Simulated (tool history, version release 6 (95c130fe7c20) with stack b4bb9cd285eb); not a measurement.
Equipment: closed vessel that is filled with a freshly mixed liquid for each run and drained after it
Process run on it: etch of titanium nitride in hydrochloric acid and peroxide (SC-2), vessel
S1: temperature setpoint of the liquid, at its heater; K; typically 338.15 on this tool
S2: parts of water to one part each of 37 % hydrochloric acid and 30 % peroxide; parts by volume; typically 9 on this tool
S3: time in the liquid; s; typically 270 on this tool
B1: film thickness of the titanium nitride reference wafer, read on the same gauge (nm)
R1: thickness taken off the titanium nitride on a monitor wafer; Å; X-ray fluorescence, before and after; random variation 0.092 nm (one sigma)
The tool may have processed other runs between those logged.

run	hour	S1	S2	S3	B1	R1
1	0	338.15	9	270	130.42	173.2
2	40.7	338.15	9	270	130.78	173.8
3	97.3	338.15	9	270	131.2	177.2
4	156.8	338.15	9	270	131.63	175.6
5	223.3	338.15	9	270	132.07	175.4
# hour 231.3: thermometer replaced
6	270.6	338.15	9	270	132.31	176.4
7	358.8	338.15	9	270	132.78	178.3
8	450.7	333.65	9	215	133.15	107
# hour 490.4: chemicals flow meter replaced
9	519.3	333.65	9	215	133.4	107
# hour 543.2: new drum of peroxide connected
10	589.7	333.65	9	215	133.64	107.8
11	645.7	338.15	9	270	133.79	177.9
12	701.6	333.15	5.5	195	133.96	138.6
13	748.3	338.15	9	270	134.02	179.4
14	848.4	338.15	9	270	134.27	179.1
15	918.3	345.15	6	370	134.35	517.3
16	960.2	338.15	9	120	134.47	79.5
# hour 1049.2: chemicals flow meter replaced
17	1055.1	338.15	5.5	270	134.57	261
18	1154.4	344.65	6.5	225	134.69	283.3
19	1205.9	343.15	6	365	134.76	454.5
20	1276	338.15	5	270	134.81	280.1
21	1368	345.15	4.5	170	134.85	290.3
22	1472.4	338.15	8	270	134.94	197.8
# hour 1507.5: gauge calibrated
23	1509	338.15	9	270	129.25	170.8
24	1571.8	333.65	5.5	135	129.87	96.4
25	1630.1	334.65	7.5	270	130.44	161.1

What does the tool deliver on the next run?
# hour 1654.3: chemicals flow meter replaced
26	1686.3	338.15	9	270	?	?

B1: 130.91
R1: 174 Å
With the hidden condition absent and the run-to-run variation left alone, this run would have shown R1 172.8 Å.

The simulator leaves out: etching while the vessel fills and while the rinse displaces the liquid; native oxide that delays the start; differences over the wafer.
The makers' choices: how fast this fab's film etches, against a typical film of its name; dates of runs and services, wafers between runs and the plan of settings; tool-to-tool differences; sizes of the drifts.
